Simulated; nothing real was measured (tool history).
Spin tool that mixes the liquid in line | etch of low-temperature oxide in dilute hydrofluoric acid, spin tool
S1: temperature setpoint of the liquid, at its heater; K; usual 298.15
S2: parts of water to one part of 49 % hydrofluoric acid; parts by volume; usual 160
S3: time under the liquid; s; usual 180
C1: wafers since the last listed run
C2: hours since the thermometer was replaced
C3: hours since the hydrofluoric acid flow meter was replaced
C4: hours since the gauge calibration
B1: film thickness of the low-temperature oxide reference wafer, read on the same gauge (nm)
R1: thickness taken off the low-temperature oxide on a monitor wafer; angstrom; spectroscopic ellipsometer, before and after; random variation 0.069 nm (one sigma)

run     day      S1   S2   S3    C1      C2     C3      C4      B1     R1
  1       0  298.15  105  180     0  1041.7  339.3  1508.1  139.98  282.9
  2   2.571  298.15  105  180   458  1103.4    401  1569.8  140.01  282.2
      4.388  -- hydrofluoric acid flow meter replaced
  3   6.638  298.15  160  180   717    1201     54  1667.4     140  176.2
  4  10.117  298.15  160  180   620  1284.5  137.5  1750.9  140.01  176.8
  5  13.871  298.15  160  180   669  1374.6  227.6    1841  140.01  174.3
  6  16.721  298.15  185  180   508    1443    296  1909.4  139.96  145.3
      22.15  -- gauge calibrated
     25.304  -- hydrofluoric acid flow meter replaced
  7  28.404  301.15  160  180  2075  1723.4   74.4   150.1     140  186.8
  8  31.017  301.15  160  180   465  1786.1  137.1   212.8  139.99  183.8
  9  34.233  298.15  160   95   573  1863.3  214.3     290  139.99   86.5
     35.062  -- hydrofluoric acid flow meter replaced, repeated, since the last time left the tool worse
 10  38.162  293.65  160  130   693  1957.6   74.4   384.3  139.94  106.9
 11  41.779  294.15  215  180   644  2044.4  161.2   471.1  139.98  105.1
 12      44  303.15  160  180   395  2097.7  214.5   524.4  139.99  209.9
 13  48.442  293.65   85  180   791  2204.3  321.1     631  139.99  299.2
 14  51.317  302.15  160  150   512  2273.3  390.1     700  140.02  165.5
 15  54.812  298.15  160  180   623  2357.2    474   783.9  140.02  169.4
       54.9  -- hydrofluoric acid flow meter replaced
     55.308  -- thermometer replaced
 16  68.217  298.15  205  180  2374   309.8  319.6  1105.6  140.02  127.8
 17  71.008  294.15  215  180   497   376.8  386.6  1172.6  140.04  103.1

How the hidden state differs across the entries between the runs, from the last listed run before each to the first after it:
Between runs 2 and 3: hydrofluoric acid flow meter replaced (day 4.388)
  hydrofluoric acid flow below the setpoint (%): 2.69 -> 0.373
  measured less the result without the state, R1: -8.9 -> -0.7 angstrom
Between runs 6 and 7: gauge calibrated (day 22.15); hydrofluoric acid flow meter replaced (day 25.304)
  hydrofluoric acid flow below the setpoint (%): 1.95 -> 5.45
  measured less the result without the state, R1: -3.5 -> -13 angstrom
Between runs 9 and 10: hydrofluoric acid flow meter replaced, repeated, since the last time left the tool worse (day 35.062)
  hydrofluoric acid flow below the setpoint (%): 6.36 -> 0.608
  measured less the result without the state, R1: -7 -> -0.8 angstrom
Between runs 15 and 16: hydrofluoric acid flow meter replaced (day 54.9); thermometer replaced (day 55.308)
  hydrofluoric acid flow below the setpoint (%): 3.21 -> 2.39
  measured less the result without the state, R1: -6.7 -> -3.8 angstrom
